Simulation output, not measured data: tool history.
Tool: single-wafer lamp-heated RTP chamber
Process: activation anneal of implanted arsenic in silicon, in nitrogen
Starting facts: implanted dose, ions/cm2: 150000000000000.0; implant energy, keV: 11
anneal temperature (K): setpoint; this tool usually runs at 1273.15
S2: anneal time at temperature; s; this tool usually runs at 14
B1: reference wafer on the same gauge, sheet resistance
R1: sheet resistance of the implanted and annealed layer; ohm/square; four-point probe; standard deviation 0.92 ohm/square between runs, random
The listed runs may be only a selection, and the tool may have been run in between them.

{"run": 1, "hour": 0.0, "anneal temperature (K)": 1273.15, "S2": 14, "B1": 559.07, "R1": 607.38}
{"run": 2, "hour": 53.0, "anneal temperature (K)": 1273.15, "S2": 14, "B1": 558.96, "R1": 607.68}
{"hour": 72.4, "done": "pyrometer window cleaned and pyrometer calibrated"}
{"run": 3, "hour": 78.8, "anneal temperature (K)": 1273.15, "S2": 14, "B1": 558.66, "R1": 608.33}
{"hour": 89.4, "done": "reflector plate cleaned"}
{"run": 4, "hour": 139.6, "anneal temperature (K)": 1291.15, "S2": 18, "B1": 558.62, "R1": 602.52}
{"run": 5, "hour": 190.7, "anneal temperature (K)": 1291.15, "S2": 18, "B1": 558.49, "R1": 602.4}
{"run": 6, "hour": 234.9, "anneal temperature (K)": 1273.15, "S2": 14, "B1": 558.32, "R1": 608.01}
{"hour": 363.0, "done": "pyrometer window cleaned and pyrometer calibrated"}
{"run": 7, "hour": 375.3, "anneal temperature (K)": 1273.15, "S2": 11, "B1": 558.12, "R1": 609.81}
{"run": 8, "hour": 404.5, "anneal temperature (K)": 1273.15, "S2": 11, "B1": 558.05, "R1": 608.01}
{"run": 9, "hour": 464.7, "anneal temperature (K)": 1273.15, "S2": 11, "B1": 558.16, "R1": 609.16}
{"run": 10, "hour": 490.8, "anneal temperature (K)": 1295.15, "S2": 14, "B1": 557.86, "R1": 602.52}
{"run": 11, "hour": 569.6, "anneal temperature (K)": 1273.15, "S2": 14, "B1": 557.74, "R1": 607.93}
{"hour": 611.2, "done": "reflector plate cleaned"}
{"hour": 622.8, "done": "pyrometer window cleaned and pyrometer calibrated"}
{"run": 12, "hour": 625.2, "anneal temperature (K)": 1273.15, "S2": 14, "B1": 557.72, "R1": 607.25}
{"run": 13, "hour": 656.5, "anneal temperature (K)": 1273.15, "S2": 14, "B1": 557.68, "R1": 605.68}
{"run": 14, "hour": 694.6, "anneal temperature (K)": 1273.15, "S2": 14, "B1": 557.7, "R1": 607.53}
{"run": 15, "hour": 727.6, "anneal temperature (K)": 1273.15, "S2": 14, "B1": 557.55, "R1": 606.04}
{"run": 16, "hour": 755.0, "anneal temperature (K)": 1273.15, "S2": 14, "B1": 557.56, "R1": 606.78}
{"run": 17, "hour": 783.0, "anneal temperature (K)": 1300.15, "S2": 19, "B1": 557.72, "R1": 597.11}
{"run": 18, "hour": 829.9, "anneal temperature (K)": 1293.15, "S2": 8, "B1": 557.72, "R1": 605.86}
{"hour": 879.0, "done": "pyrometer window cleaned and pyrometer calibrated"}
{"run": 19, "hour": 884.9, "anneal temperature (K)": 1273.15, "S2": 9, "B1": 557.44, "R1": 609.46}
{"run": 20, "hour": 936.7, "anneal temperature (K)": 1273.15, "S2": 14, "B1": 557.65, "R1": 606.56}
{"run": 21, "hour": 996.7, "anneal temperature (K)": 1273.15, "S2": 14, "B1": 557.35, "R1": 606.21}
{"hour": 1061.6, "done": "gauge calibrated"}
{"hour": 1145.8, "done": "reflector plate cleaned"}
{"run": 22, "hour": 1163.2, "anneal temperature (K)": 1287.15, "S2": 14, "B1": 562.71, "R1": 609.09}
{"hour": 1193.9, "done": "pyrometer window cleaned and pyrometer calibrated"}
{"run": 23, "hour": 1230.9, "anneal temperature (K)": 1288.15, "S2": 14, "B1": 561.68, "R1": 608.21}
{"run": 24, "hour": 1258.0, "anneal temperature (K)": 1283.15, "S2": 6, "B1": 561.74, "R1": 615.13}
{"run": 25, "hour": 1291.9, "anneal temperature (K)": 1273.15, "S2": 11, "B1": 561.15, "R1": 612.04}
{"run": 26, "hour": 1338.8, "anneal temperature (K)": 1284.15, "S2": 18, "B1": 560.63, "R1": 606.73}
{"run": 27, "hour": 1364.6, "anneal temperature (K)": 1259.15, "S2": 20, "B1": 560.49, "R1": 607.17}
{"run": 28, "hour": 1389.7, "anneal temperature (K)": 1264.15, "S2": 19, "B1": 560.31, "R1": 609.4}
{"run": 29, "hour": 1444.5, "anneal temperature (K)": 1251.15, "S2": 18, "B1": 559.92, "R1": 610.38}
{"hour": 1508.4, "done": "pyrometer window cleaned and pyrometer calibrated"}
{"run": 30, "hour": 1508.9, "anneal temperature (K)": 1264.15, "S2": 17, "B1": 559.71, "R1": 607.91}

Branching from run 30: 5 alternative next runs. What would each branch give?
{"run": "A", "hour": 1509.3, "anneal temperature (K)": 1273.15, "S2": 19, "B1": "?", "R1": "?"}
{"run": "B", "hour": 1509.3, "anneal temperature (K)": 1284.15, "S2": 14, "B1": "?", "R1": "?"}
{"run": "C", "hour": 1509.3, "anneal temperature (K)": 1253.15, "S2": 18, "B1": "?", "R1": "?"}
{"run": "D", "hour": 1509.3, "anneal temperature (K)": 1282.15, "S2": 14, "B1": "?", "R1": "?"}
{"run": "E", "hour": 1509.3, "anneal temperature (K)": 1262.15, "S2": 14, "B1": "?", "R1": "?"}

run=A B1=559.61 R1=605.89
run=B B1=559.61 R1=606.31
run=C B1=559.61 R1=609.22
run=D B1=559.61 R1=606.65
run=E B1=559.61 R1=609.54
The same runs, with their run-to-run variation unchanged, on a tool lacking any hidden condition would have given:
run=A R1=610.79
run=B R1=611.23
run=C R1=614.16
run=D R1=611.56
run=E R1=614.48

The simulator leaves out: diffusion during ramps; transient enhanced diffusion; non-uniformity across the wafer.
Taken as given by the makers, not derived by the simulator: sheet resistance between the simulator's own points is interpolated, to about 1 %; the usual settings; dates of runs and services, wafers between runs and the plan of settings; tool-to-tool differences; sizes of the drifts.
